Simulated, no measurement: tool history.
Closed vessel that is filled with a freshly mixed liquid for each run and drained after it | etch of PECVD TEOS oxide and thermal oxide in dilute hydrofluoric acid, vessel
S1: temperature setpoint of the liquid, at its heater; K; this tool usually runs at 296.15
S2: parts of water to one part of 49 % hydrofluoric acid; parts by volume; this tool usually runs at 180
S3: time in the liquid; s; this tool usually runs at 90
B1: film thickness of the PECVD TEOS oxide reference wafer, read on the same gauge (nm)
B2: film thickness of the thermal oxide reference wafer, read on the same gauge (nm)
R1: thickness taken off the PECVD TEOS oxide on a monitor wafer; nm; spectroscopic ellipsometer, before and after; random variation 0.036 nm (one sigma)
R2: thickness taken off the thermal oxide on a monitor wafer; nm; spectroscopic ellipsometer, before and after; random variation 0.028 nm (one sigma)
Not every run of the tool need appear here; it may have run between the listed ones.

| run | hour | S1 | S2 | S3 | B1 | B2 | R1 | R2 |
|---|---|---|---|---|---|---|---|---|
| 1 | 0.0 | 296.15 | 180 | 90 | 60.039 | 120.019 | 4.114 | 1.935 |
|  | 39.0 | gauge calibrated |
| 2 | 48.7 | 296.15 | 180 | 90 | 59.958 | 120.007 | 4.167 | 1.935 |
| 3 | 92.1 | 296.15 | 180 | 90 | 60.018 | 120.007 | 4.146 | 1.860 |
| 4 | 161.8 | 296.15 | 180 | 90 | 59.982 | 119.929 | 4.058 | 1.888 |
| 5 | 192.5 | 296.15 | 180 | 90 | 60.034 | 119.982 | 4.090 | 1.872 |
|  | 244.4 | thermometer replaced |
| 6 | 339.2 | 293.65 | 180 | 90 | 59.978 | 119.983 | 3.710 | 1.690 |
| 7 | 366.3 | 293.65 | 180 | 90 | 59.996 | 119.986 | 3.667 | 1.707 |
| 8 | 432.5 | 296.15 | 180 | 90 | 60.028 | 120.004 | 4.062 | 1.848 |
| 9 | 486.0 | 294.15 | 240 | 65 | 60.016 | 120.016 | 1.854 | 0.871 |
|  | 503.2 | hydrofluoric acid flow meter replaced |
|  | 521.1 | gauge calibrated |
| 10 | 531.6 | 296.15 | 180 | 90 | 60.019 | 119.992 | 4.789 | 2.178 |
| 11 | 558.4 | 292.65 | 180 | 55 | 59.986 | 119.971 | 2.533 | 1.182 |
| 12 | 600.9 | 298.65 | 100 | 60 | 60.004 | 120.013 | 6.813 | 3.170 |
| 13 | 639.2 | 298.65 | 180 | 90 | 59.977 | 120.007 | 5.172 | 2.414 |
| 14 | 665.8 | 292.15 | 100 | 115 | 59.979 | 120.013 | 10.120 | 4.788 |

4 options for the next run, each taken on its own from the tool as it stands now. Forecast them:
| A | 666.5 | 293.15 | 180 | 90 | ? | ? | ? | ? |
| B | 666.5 | 296.15 | 180 | 60 | ? | ? | ? | ? |
| C | 666.5 | 292.15 | 180 | 140 | ? | ? | ? | ? |
| D | 666.5 | 293.15 | 180 | 35 | ? | ? | ? | ? |

| run | B1 | B2 | R1 | R2 |
|---|---|---|---|---|
| A | 59.984 | 119.980 | 4.196 | 1.965 |
| B | 59.984 | 119.980 | 3.139 | 1.470 |
| C | 59.984 | 119.980 | 6.276 | 2.939 |
| D | 59.984 | 119.980 | 1.632 | 0.764 |
What these runs would have given with no unlogged condition in the tool:
| run | R1 | R2 |
|---|---|---|
| A | 4.272 | 2.001 |
| B | 3.196 | 1.497 |
| C | 6.389 | 2.992 |
| D | 1.661 | 0.778 |
